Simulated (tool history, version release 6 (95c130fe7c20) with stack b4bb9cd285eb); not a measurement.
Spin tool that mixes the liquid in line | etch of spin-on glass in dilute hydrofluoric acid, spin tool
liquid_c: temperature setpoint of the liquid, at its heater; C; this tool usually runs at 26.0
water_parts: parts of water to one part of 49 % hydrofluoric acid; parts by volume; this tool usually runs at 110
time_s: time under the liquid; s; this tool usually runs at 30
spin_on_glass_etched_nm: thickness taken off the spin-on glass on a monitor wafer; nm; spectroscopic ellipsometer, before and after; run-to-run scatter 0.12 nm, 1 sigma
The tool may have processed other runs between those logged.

run    hour  liquid_c  water_parts  time_s  read-back film thickness of the spin-on glass reference wafer, read on the same gauge (nm)  spin_on_glass_etched_nm
  1     0.0      26.0          110      30                                                                                       50.01                    13.79
  2    48.8      26.0          110      30                                                                                       49.99                    13.92
  3   110.3      27.5          110      30                                                                                       50.00                    14.51
  4   176.8      27.5          110      30                                                                                       50.01                    14.78
  5   258.4      27.5          110      30                                                                                       50.02                    15.01
      504.2  -- thermometer replaced
  6   506.7      26.0          110      30                                                                                       49.98                    12.77
  7   576.5      26.0          110      30                                                                                       50.02                    12.96
  8   622.8      26.0          110      30                                                                                       50.00                    12.86
  9   735.8      26.0          110      30                                                                                       49.98                    13.06
 10   786.1      24.0          110      40                                                                                       49.99                    16.12
 11   863.3      23.0          110      30                                                                                       49.99                    11.67
 12   926.3      26.0           80      30                                                                                       50.00                    18.96
      941.0  -- hydrofluoric acid flow meter replaced
      993.5  -- gauge calibrated
 13  1029.8      24.5          110      30                                                                                       50.01                    13.15
 14  1080.2      26.0          110      30                                                                                       50.00                    13.92
 15  1178.4      26.0          110      30                                                                                       49.99                    13.94
 16  1252.7      22.5           90      15                                                                                       50.01                     7.64
 17  1307.2      29.0          135      45                                                                                       50.00                    18.48
 18  1375.4      27.5          110      30                                                                                       49.99                    15.09
 19  1433.2      26.0           85      30                                                                                       49.99                    19.12

Alternative continuations, all from the tool just after run 19; predict every row:
  A  1433.6      26.0          110      30                                                                                           ?                        ?
  B  1433.6      22.5          110      40                                                                                           ?                        ?
  C  1433.6      30.5           65      45                                                                                           ?                        ?
  D  1433.6      22.5          145      40                                                                                           ?                        ?
  E  1433.6      30.5           95      40                                                                                           ?                        ?

run  read-back film thickness of the spin-on glass reference wafer, read on the same gauge (nm)  spin_on_glass_etched_nm
  A                                                                                       49.98                    14.21
  B                                                                                       49.98                    16.57
  C                                                                                       49.98                    45.69
  D                                                                                       49.98                    12.04
  E                                                                                       49.98                    26.49
The same runs, with their run-to-run variation unchanged, on a tool lacking any hidden condition would have given:
run  spin_on_glass_etched_nm
  A                    13.17
  B                    15.30
  C                    42.31
  D                    11.16
  E                    24.62

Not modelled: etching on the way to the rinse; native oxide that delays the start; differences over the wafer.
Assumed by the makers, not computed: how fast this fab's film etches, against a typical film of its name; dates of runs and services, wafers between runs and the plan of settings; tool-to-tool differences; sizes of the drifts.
